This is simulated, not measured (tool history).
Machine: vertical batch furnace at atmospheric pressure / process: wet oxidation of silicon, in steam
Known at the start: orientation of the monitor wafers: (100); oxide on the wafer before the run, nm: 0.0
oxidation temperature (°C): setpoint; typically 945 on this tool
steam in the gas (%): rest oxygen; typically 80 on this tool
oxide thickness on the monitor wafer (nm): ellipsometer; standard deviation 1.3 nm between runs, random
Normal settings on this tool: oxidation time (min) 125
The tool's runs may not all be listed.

run	day	oxidation temperature (°C)	oxidation time (min)	steam in the gas (%)	wafers since the last listed run	hours since the last temperature calibration	hours since the steam generator was serviced	hours since the gauge calibration	read-back reference wafer on the same gauge, thickness	oxide thickness on the monitor wafer (nm)
1	0	945	125	80	0	3724.7	2341.8	645	308.34	357.86
2	2.512	945	125	83	697	3785	2402.1	705.3	308.03	364.25
3	4.604	945	125	83	580	3835.2	2452.3	755.5	308	367.43
4	7.4	945	125	80	776	3902.3	2519.4	822.6	308.04	355.98
5	8.65	945	125	80	347	3932.3	2549.4	852.6	308.25	357.93
# day 10.392: gauge calibrated
6	11.554	945	125	80	806	4002	2619.1	27.9	308.03	357.37
7	12.575	945	125	80	283	4026.5	2643.6	52.4	308.16	353.24
# day 16.292: thermocouples replaced and temperature profile calibrated
8	16.312	945	125	80	760	0.5	2733.3	142.1	307.96	354.61
9	18.346	945	107	80	564	49.3	2782.1	190.9	307.94	313.45
# day 20.142: steam generator serviced
10	20.179	964	125	80	231	93.3	0.9	234.9	308.18	440.55
11	21.738	945	125	91	432	130.7	38.3	272.3	308.37	412.75
12	23.658	945	125	80	533	176.8	84.4	318.4	307.86	375.85
13	25.2	957	70.5	72	428	213.8	121.4	355.4	308.09	249

Run 14 is up next; what results do you expect?
14	26.325	956	125	80	312	240.8	148.4	382.4	?	?

read-back reference wafer on the same gauge, thickness: 307.75
oxide thickness on the monitor wafer (nm): 412.42
With no hidden state in the tool, this same run would have given oxide thickness on the monitor wafer (nm) 414.79.
